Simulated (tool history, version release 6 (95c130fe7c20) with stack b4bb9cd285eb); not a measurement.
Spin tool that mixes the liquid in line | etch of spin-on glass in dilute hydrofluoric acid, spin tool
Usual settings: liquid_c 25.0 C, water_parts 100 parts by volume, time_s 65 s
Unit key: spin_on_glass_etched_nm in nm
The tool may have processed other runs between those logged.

run     day  liquid_c  water_parts  time_s  wafers since the last listed run  hours since the thermometer was replaced  hours since the hydrofluoric acid flow meter was replaced  hours since the gauge calibration  read-back film thickness of the spin-on glass reference wafer, read on the same gauge (nm)  spin_on_glass_etched_nm
  1   0.000      25.0          100      65                                 0                                    2429.4                                                      643.6                              199.6                                                                                       99.94                    33.78
  2   0.271      25.0          100      65                                41                                    2435.9                                                      650.1                              206.1                                                                                      100.05                    34.30
  3   0.921      25.0          100      65                               100                                    2451.5                                                      665.7                              221.7                                                                                       99.96                    33.73
  4   2.121      25.0          100      65                               185                                    2480.3                                                      694.5                              250.5                                                                                       99.98                    34.23
  5   2.742      25.0          100      35                                96                                    2495.2                                                      709.4                              265.4                                                                                       99.98                    18.05
  6   3.338      25.0          100      65                                92                                    2509.5                                                      723.7                              279.7                                                                                       99.97                    34.62
  7   4.012      25.0          120      65                               104                                    2525.7                                                      739.9                              295.9                                                                                      100.01                    28.18
      4.400  -- hydrofluoric acid flow meter replaced
  8   4.683      25.0          125      65                                97                                    2541.8                                                        6.8                              312.0                                                                                       99.99                    23.87
  9   5.029      25.0          125      65                                53                                    2550.1                                                       15.1                              320.3                                                                                      100.01                    24.56
 10   5.558      25.0          125      65                                81                                    2562.8                                                       27.8                              333.0                                                                                      100.00                    23.83
      5.629  -- gauge calibrated
 11   5.962      25.0          100      65                                62                                    2572.5                                                       37.5                                8.0                                                                                      100.04                    30.73
 12   6.279      25.0          100      65                                49                                    2580.1                                                       45.1                               15.6                                                                                       99.99                    30.47
      6.617  -- thermometer replaced
 13   6.758      25.0          100      65                                67                                       3.4                                                       56.6                               27.1                                                                                       99.97                    31.25
 14   7.300      25.0          100      65                                83                                      16.4                                                       69.6                               40.1                                                                                       99.95                    31.29
 15   7.988      27.0          120      95                               106                                      32.9                                                       86.1                               56.6                                                                                      100.01                    39.98
 16   8.396      23.5          100      65                                63                                      42.7                                                       95.9                               66.4                                                                                      100.01                    29.99
 17  10.238      25.0          100     105                               285                                      86.9                                                      140.1                              110.6                                                                                      100.06                    51.04
 18  10.692      25.0          100      65                                70                                      97.8                                                      151.0                              121.5                                                                                      100.00                    32.22
 19  10.967      25.0          100      65                                42                                     104.4                                                      157.6                              128.1                                                                                      100.00                    31.48
 20  11.592      25.0          100      50                                96                                     119.4                                                      172.6                              143.1                                                                                       99.97                    24.56
 21  12.212      23.5           70      95                                96                                     134.3                                                      187.5                              158.0                                                                                      100.02                    64.29
 22  12.904      30.0          130      65                               107                                     150.9                                                      204.1                              174.6                                                                                       99.98                    28.63
 23  13.250      22.0           75      90                                53                                     159.2                                                      212.4                              182.9                                                                                       99.98                    53.77
 24  13.583      25.0          140      65                                51                                     167.2                                                      220.4                              190.9                                                                                       99.96                    21.28

Forecast each of these 5 alternatives for the next run:
  A  13.600      25.0          100      65                                 2                                     167.6                                                      220.8                              191.3                                                                                           ?                        ?
  B  13.600      30.0           50      85                                 2                                     167.6                                                      220.8                              191.3                                                                                           ?                        ?
  C  13.600      28.5           75      95                                 2                                     167.6                                                      220.8                              191.3                                                                                           ?                        ?
  D  13.600      20.5          100      30                                 2                                     167.6                                                      220.8                              191.3                                                                                           ?                        ?
  E  13.600      26.5          140      45                                 2                                     167.6                                                      220.8                              191.3                                                                                           ?                        ?

run  read-back film thickness of the spin-on glass reference wafer, read on the same gauge (nm)  spin_on_glass_etched_nm
  A                                                                                      100.03                    31.63
  B                                                                                      100.03                   107.71
  C                                                                                      100.03                    73.02
  D                                                                                      100.03                    12.19
  E                                                                                      100.03                    15.79
Without the tool's hidden state the same runs would have given:
run  spin_on_glass_etched_nm
  A                    30.43
  B                   103.80
  C                    70.30
  D                    11.73
  E                    15.17
